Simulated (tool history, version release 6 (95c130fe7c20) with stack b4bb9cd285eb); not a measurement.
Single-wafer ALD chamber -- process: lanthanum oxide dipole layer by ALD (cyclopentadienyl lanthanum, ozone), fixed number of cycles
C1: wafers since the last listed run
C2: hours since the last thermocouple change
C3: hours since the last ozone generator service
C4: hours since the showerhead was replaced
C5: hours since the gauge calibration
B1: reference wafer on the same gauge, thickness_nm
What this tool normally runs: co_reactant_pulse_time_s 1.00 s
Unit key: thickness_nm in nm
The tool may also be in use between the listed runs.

Run 1, hour 0.0: usual settings; C1 0; C2 2266.3; C3 595.6; C4 4096.5; C5 375.4; B1 0.524. Result: thickness_nm 0.505 nm.
Run 2, hour 32.5: usual settings; C1 714; C2 2298.8; C3 628.1; C4 4129.0; C5 407.9; B1 0.524. Result: thickness_nm 0.502 nm.
Run 3, hour 63.2: usual settings but co_reactant_pulse_time_s 1.23 s; C1 674; C2 2329.5; C3 658.8; C4 4159.7; C5 438.6; B1 0.524. Result: thickness_nm 0.539 nm.
Run 4, hour 131.6: usual settings but co_reactant_pulse_time_s 1.23 s; C1 1503; C2 2397.9; C3 727.2; C4 4228.1; C5 507.0; B1 0.526. Result: thickness_nm 0.538 nm.
Run 5, hour 158.6: usual settings; C1 593; C2 2424.9; C3 754.2; C4 4255.1; C5 534.0; B1 0.525. Result: thickness_nm 0.502 nm.
Run 6, hour 189.5: usual settings; C1 679; C2 2455.8; C3 785.1; C4 4286.0; C5 564.9; B1 0.526. Result: thickness_nm 0.506 nm.
Run 7, hour 203.2: usual settings but co_reactant_pulse_time_s 0.70 s; C1 301; C2 2469.5; C3 798.8; C4 4299.7; C5 578.6; B1 0.525. Result: thickness_nm 0.404 nm.
Run 8, hour 228.3: usual settings but co_reactant_pulse_time_s 0.70 s; C1 551; C2 2494.6; C3 823.9; C4 4324.8; C5 603.7; B1 0.526. Result: thickness_nm 0.406 nm.
Run 9, hour 263.7: usual settings but co_reactant_pulse_time_s 0.79 s; C1 778; C2 2530.0; C3 859.3; C4 4360.2; C5 639.1; B1 0.525. Result: thickness_nm 0.444 nm.
Run 10, hour 292.5: usual settings but co_reactant_pulse_time_s 0.79 s; C1 633; C2 2558.8; C3 888.1; C4 4389.0; C5 667.9; B1 0.528. Result: thickness_nm 0.444 nm.
Run 11, hour 313.6: usual settings but co_reactant_pulse_time_s 0.79 s; C1 463; C2 2579.9; C3 909.2; C4 4410.1; C5 689.0; B1 0.526. Result: thickness_nm 0.444 nm.
Run 12, hour 338.4: usual settings but co_reactant_pulse_time_s 0.80 s; C1 545; C2 2604.7; C3 934.0; C4 4434.9; C5 713.8; B1 0.526. Result: thickness_nm 0.449 nm.
At hour 355.4: ozone generator serviced.
Run 13, hour 355.9: usual settings; C1 208; C2 2622.2; C3 0.5; C4 4452.4; C5 731.3; B1 0.527. Result: thickness_nm 0.505 nm.
At hour 374.4: thermocouple changed; heater temperature recalibrated.
Run 14, hour 381.3: usual settings; C1 382; C2 6.9; C3 25.9; C4 4477.8; C5 756.7; B1 0.526. Result: thickness_nm 0.506 nm.
At hour 392.9: gauge calibrated.
Run 15, hour 395.3: usual settings; C1 307; C2 20.9; C3 39.9; C4 4491.8; C5 2.4; B1 0.516. Result: thickness_nm 0.494 nm.
Run 16, hour 419.3: usual settings but co_reactant_pulse_time_s 0.90 s; C1 527; C2 44.9; C3 63.9; C4 4515.8; C5 26.4; B1 0.518. Result: thickness_nm 0.467 nm.
Run 17, hour 441.1: usual settings but co_reactant_pulse_time_s 0.86 s; C1 479; C2 66.7; C3 85.7; C4 4537.6; C5 48.2; B1 0.520. Result: thickness_nm 0.463 nm.

What will run 18 give?
Run 18, hour 464.0: usual settings but co_reactant_pulse_time_s 1.32 s; C1 503; C2 89.6; C3 108.6; C4 4560.5; C5 71.1; B1 ?. Result: thickness_nm ?.

{"run 18": {"B1": 0.518, "thickness_nm": 0.545}}
Without the tool's hidden state the same run would have given thickness_nm 0.538 nm.
